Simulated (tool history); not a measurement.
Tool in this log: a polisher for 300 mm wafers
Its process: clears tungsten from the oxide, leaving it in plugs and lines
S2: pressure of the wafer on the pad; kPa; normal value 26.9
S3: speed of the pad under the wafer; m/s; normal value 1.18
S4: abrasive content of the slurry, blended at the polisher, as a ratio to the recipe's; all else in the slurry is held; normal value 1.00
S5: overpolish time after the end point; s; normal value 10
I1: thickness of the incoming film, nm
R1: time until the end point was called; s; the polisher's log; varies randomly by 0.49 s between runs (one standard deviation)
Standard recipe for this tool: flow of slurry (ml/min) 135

run 1 day=0.000 | flow_of_slurry_(ml/min)=135 S2=26.9 S3=1.18 S4=1.00 S5=10 | I1=320.5 | R1=52.4
run 2 day=0.800 | flow_of_slurry_(ml/min)=100 S2=26.9 S3=1.18 S4=1.00 S5=10 | I1=318.2 | R1=56.7
run 3 day=1.721 | flow_of_slurry_(ml/min)=135 S2=26.9 S3=1.02 S4=1.10 S5=10 | I1=322.7 | R1=61.8
run 4 day=2.750 | flow_of_slurry_(ml/min)=95 S2=26.9 S3=1.40 S4=0.90 S5=10 | I1=320.4 | R1=51.9
run 5 day=3.254 | flow_of_slurry_(ml/min)=135 S2=26.9 S3=1.18 S4=1.00 S5=10 | I1=324.7 | R1=55.2
-- day=3.817 slurry blender recalibrated
run 6 day=4.162 | flow_of_slurry_(ml/min)=135 S2=26.9 S3=1.18 S4=1.00 S5=10 | I1=318.6 | R1=52.6
-- day=4.912 worn pad replaced by a new one
-- day=5.446 slurry nozzle cleaned
run 7 day=5.467 | flow_of_slurry_(ml/min)=135 S2=36.5 S3=1.32 S4=1.00 S5=10 | I1=322.6 | R1=33.9
run 8 day=6.162 | flow_of_slurry_(ml/min)=135 S2=26.9 S3=1.18 S4=0.85 S5=10 | I1=323.0 | R1=53.1
run 9 day=7.467 | flow_of_slurry_(ml/min)=135 S2=26.9 S3=1.18 S4=1.00 S5=10 | I1=319.9 | R1=51.7
run 10 day=8.854 | flow_of_slurry_(ml/min)=135 S2=26.9 S3=1.18 S4=1.00 S5=10 | I1=318.9 | R1=52.2
-- day=8.971 slurry tank refilled with fresh slurry and peroxide
run 11 day=10.217 | flow_of_slurry_(ml/min)=135 S2=26.9 S3=1.18 S4=1.00 S5=10 | I1=316.8 | R1=52.7
run 12 day=10.938 | flow_of_slurry_(ml/min)=135 S2=26.9 S3=1.18 S4=1.00 S5=10 | I1=317.4 | R1=52.6
run 13 day=11.471 | flow_of_slurry_(ml/min)=120 S2=24.1 S3=0.76 S4=1.00 S5=12 | I1=320.7 | R1=93.6
run 14 day=12.504 | flow_of_slurry_(ml/min)=135 S2=26.9 S3=1.18 S4=0.85 S5=6 | I1=314.4 | R1=55.8
run 15 day=13.833 | flow_of_slurry_(ml/min)=135 S2=26.9 S3=1.18 S4=1.00 S5=4 | I1=316.0 | R1=54.7
-- day=14.238 worn pad replaced by a new one
run 16 day=14.929 | flow_of_slurry_(ml/min)=135 S2=26.9 S3=1.18 S4=1.00 S5=10 | I1=320.1 | R1=55.4
-- day=15.671 slurry nozzle cleaned
run 17 day=16.004 | flow_of_slurry_(ml/min)=135 S2=26.9 S3=1.56 S4=1.20 S5=10 | I1=322.5 | R1=38.0
run 18 day=16.992 | flow_of_slurry_(ml/min)=135 S2=26.9 S3=1.18 S4=1.00 S5=6 | I1=324.9 | R1=53.7
run 19 day=18.479 | flow_of_slurry_(ml/min)=135 S2=17.2 S3=0.84 S4=1.00 S5=5 | I1=318.5 | R1=109.5
run 20 day=19.412 | flow_of_slurry_(ml/min)=135 S2=33.8 S3=1.18 S4=1.20 S5=14 | I1=324.2 | R1=42.7
-- day=19.979 slurry tank refilled with fresh slurry and peroxide
run 21 day=20.142 | flow_of_slurry_(ml/min)=135 S2=26.9 S3=1.06 S4=1.00 S5=10 | I1=326.7 | R1=61.7
run 22 day=21.321 | flow_of_slurry_(ml/min)=135 S2=26.9 S3=1.18 S4=1.00 S5=10 | I1=314.5 | R1=54.0
run 23 day=22.392 | flow_of_slurry_(ml/min)=95 S2=26.9 S3=1.18 S4=0.70 S5=4 | I1=318.0 | R1=65.1
run 24 day=23.133 | flow_of_slurry_(ml/min)=180 S2=26.9 S3=1.18 S4=1.00 S5=10 | I1=317.1 | R1=52.2
run 25 day=23.896 | flow_of_slurry_(ml/min)=135 S2=26.9 S3=1.02 S4=1.10 S5=10 | I1=317.9 | R1=62.1

Results for each run, recomputed without the tool's hidden state and with each run's random variation untouched:
Hidden state at play: removal rate lost through wear of the pad, %; slurry flow missing at the pad, %; deviation of the head's pressure from its setpoint, %; abrasive missing from the slurry, %; peroxide lost from the slurry, %.
run=1 R1=47.5
run=2 R1=50.2
run=3 R1=55.2
run=4 R1=45.1
run=5 R1=48.9
run=6 R1=48.4
run=7 R1=33.2
run=8 R1=51.3
run=9 R1=48.7
run=10 R1=48.2
run=11 R1=47.9
run=12 R1=47.5
run=13 R1=83.7
run=14 R1=49.8
run=15 R1=48.5
run=16 R1=48.9
run=17 R1=35.7
run=18 R1=49.7
run=19 R1=99.4
run=20 R1=38.3
run=21 R1=55.1
run=22 R1=47.9
run=23 R1=56.2
run=24 R1=46.6
run=25 R1=54.4
